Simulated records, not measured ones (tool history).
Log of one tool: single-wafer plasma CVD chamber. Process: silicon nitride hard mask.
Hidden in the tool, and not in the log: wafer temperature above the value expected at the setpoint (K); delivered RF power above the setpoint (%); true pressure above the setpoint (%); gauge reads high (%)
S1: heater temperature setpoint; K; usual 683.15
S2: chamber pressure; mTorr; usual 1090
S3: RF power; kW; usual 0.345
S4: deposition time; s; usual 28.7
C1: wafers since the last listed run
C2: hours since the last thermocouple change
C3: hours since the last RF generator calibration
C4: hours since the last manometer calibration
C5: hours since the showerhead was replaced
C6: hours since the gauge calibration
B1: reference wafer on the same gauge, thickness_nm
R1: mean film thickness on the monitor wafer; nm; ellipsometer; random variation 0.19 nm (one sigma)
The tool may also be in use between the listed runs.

run	day	S1	S2	S3	S4	C1	C2	C3	C4	C5	C6	B1	R1
1	0.000	695.15	1090	0.345	28.7	0	1013.1	1637.9	2299.5	4979.0	571.7	30.655	31.198
2	1.321	683.15	1090	0.345	28.7	675	1044.8	1669.6	2331.2	5010.7	603.4	30.592	31.093
3	1.850	683.15	1090	0.345	28.7	270	1057.5	1682.3	2343.9	5023.4	616.1	30.622	31.235
# day 2.579: gauge calibrated
# day 2.946: RF generator calibrated
4	2.967	683.15	1090	0.345	28.7	400	1084.3	0.5	2370.7	5050.2	9.3	30.593	29.806
5	4.217	683.15	1090	0.345	28.7	639	1114.3	30.5	2400.7	5080.2	39.3	30.636	30.212
# day 5.371: thermocouple changed; heater temperature recalibrated
6	5.608	683.15	1090	0.345	28.7	541	5.7	63.9	2434.1	5113.6	72.7	30.587	29.619
7	6.858	683.15	1090	0.345	28.7	639	35.7	93.9	2464.1	5143.6	102.7	30.564	29.356
8	7.533	683.15	1090	0.345	28.7	345	51.9	110.1	2480.3	5159.8	118.9	30.589	29.690
9	8.346	683.15	1090	0.345	28.7	415	71.4	129.6	2499.8	5179.3	138.4	30.644	29.700
10	9.538	683.15	1090	0.345	28.7	609	100.0	158.2	2528.4	5207.9	167.0	30.569	29.540
11	10.662	693.15	1090	0.290	32.0	575	127.0	185.2	2555.4	5234.9	194.0	30.605	27.029
12	11.354	673.15	960	0.315	28.7	353	143.6	201.8	2572.0	5251.5	210.6	30.642	25.977
# day 12.254: RF generator calibrated, repeated, since the last time left the tool worse
13	12.842	683.15	1090	0.345	31.0	590	179.3	14.1	2607.7	5287.2	246.3	30.625	35.496
# day 13.208: capacitance manometer re-zeroed and calibrated
14	13.929	683.15	1230	0.375	28.7	385	205.4	40.2	17.3	5313.3	272.4	30.610	36.615

The next listed run, before its measurement:
# day 14.533: showerhead replaced
15	15.142	675.15	1250	0.370	31.8	449	234.5	69.3	46.4	14.6	301.5	?	?

Run 15 gave B1 30.580, R1 40.397 nm.
Without the tool's hidden state the same run would have given R1 40.480 nm.
